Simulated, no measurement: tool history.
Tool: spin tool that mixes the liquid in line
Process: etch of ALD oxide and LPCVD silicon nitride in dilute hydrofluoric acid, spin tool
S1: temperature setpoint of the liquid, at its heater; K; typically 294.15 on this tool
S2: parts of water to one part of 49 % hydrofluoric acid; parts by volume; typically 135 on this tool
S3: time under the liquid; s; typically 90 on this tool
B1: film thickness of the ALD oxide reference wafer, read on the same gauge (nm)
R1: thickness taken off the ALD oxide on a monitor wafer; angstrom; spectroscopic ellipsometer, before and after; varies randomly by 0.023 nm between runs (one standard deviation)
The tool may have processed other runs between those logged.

run 1 hour=0 | S1=292.65 S2=135 S3=90 | B1=110 | R1=71.5
run 2 hour=61.3 | S1=294.15 S2=135 S3=90 | B1=110.03 | R1=76.3
run 3 hour=107.9 | S1=294.15 S2=135 S3=90 | B1=110 | R1=76.4
run 4 hour=200.2 | S1=294.15 S2=135 S3=90 | B1=110.01 | R1=76.4
run 5 hour=252.6 | S1=294.15 S2=135 S3=90 | B1=110 | R1=76.7
run 6 hour=552.6 | S1=290.65 S2=135 S3=90 | B1=110 | R1=67.4
-- hour=589 thermometer replaced
run 7 hour=647.1 | S1=290.65 S2=135 S3=90 | B1=110.02 | R1=70.7
run 8 hour=691.5 | S1=294.15 S2=135 S3=90 | B1=110 | R1=80.8
run 9 hour=728.2 | S1=294.15 S2=135 S3=90 | B1=109.98 | R1=81.6
-- hour=768.9 gauge calibrated
-- hour=797.2 hydrofluoric acid flow meter replaced
run 10 hour=917.4 | S1=294.15 S2=135 S3=90 | B1=110 | R1=82
run 11 hour=1009.9 | S1=294.15 S2=135 S3=90 | B1=110 | R1=82.5
-- hour=1069 thermometer replaced, repeated, since the last time left the tool worse
run 12 hour=1112.1 | S1=294.15 S2=135 S3=90 | B1=110.02 | R1=75.2
run 13 hour=1175.7 | S1=294.15 S2=135 S3=90 | B1=110.01 | R1=75.7
run 14 hour=1248 | S1=294.15 S2=135 S3=90 | B1=109.99 | R1=76
run 15 hour=1351.7 | S1=294.15 S2=135 S3=90 | B1=110 | R1=75.9
run 16 hour=1402.1 | S1=297.65 S2=200 S3=50 | B1=110.01 | R1=30.4
run 17 hour=1464.5 | S1=295.65 S2=80 S3=115 | B1=110.01 | R1=186
run 18 hour=1571.1 | S1=297.15 S2=160 S3=60 | B1=110.02 | R1=47.1
run 19 hour=1633.8 | S1=294.15 S2=160 S3=90 | B1=110 | R1=62.9
run 20 hour=1704.8 | S1=294.15 S2=135 S3=90 | B1=110 | R1=77.3
run 21 hour=1786.2 | S1=294.15 S2=155 S3=90 | B1=110 | R1=66.3
run 22 hour=1893.5 | S1=297.15 S2=70 S3=50 | B1=110 | R1=101.7
run 23 hour=1930 | S1=294.15 S2=135 S3=75 | B1=109.98 | R1=65.3
run 24 hour=1966.7 | S1=290.15 S2=135 S3=90 | B1=110.02 | R1=66.2
-- hour=2010.2 thermometer replaced
run 25 hour=2072.9 | S1=290.15 S2=110 S3=55 | B1=110 | R1=49.1
run 26 hour=2148.2 | S1=294.15 S2=135 S3=90 | B1=110.01 | R1=75.2
run 27 hour=2244.4 | S1=294.15 S2=135 S3=90 | B1=109.99 | R1=75.8

Each row is a separate what-if for the run after 27, all from the same tool condition, not one after another. Results?
run A hour=2244.8 | S1=294.15 S2=100 S3=90 | B1=? | R1=?
run B hour=2244.8 | S1=290.15 S2=70 S3=65 | B1=? | R1=?
run C hour=2244.8 | S1=292.65 S2=135 S3=70 | B1=? | R1=?

run=A B1=110.02 R1=106.2
run=B B1=110.02 R1=95.9
run=C B1=110.02 R1=55.4
What these runs would have given with no unlogged condition in the tool:
run=A R1=105.1
run=B R1=94.9
run=C R1=54.8
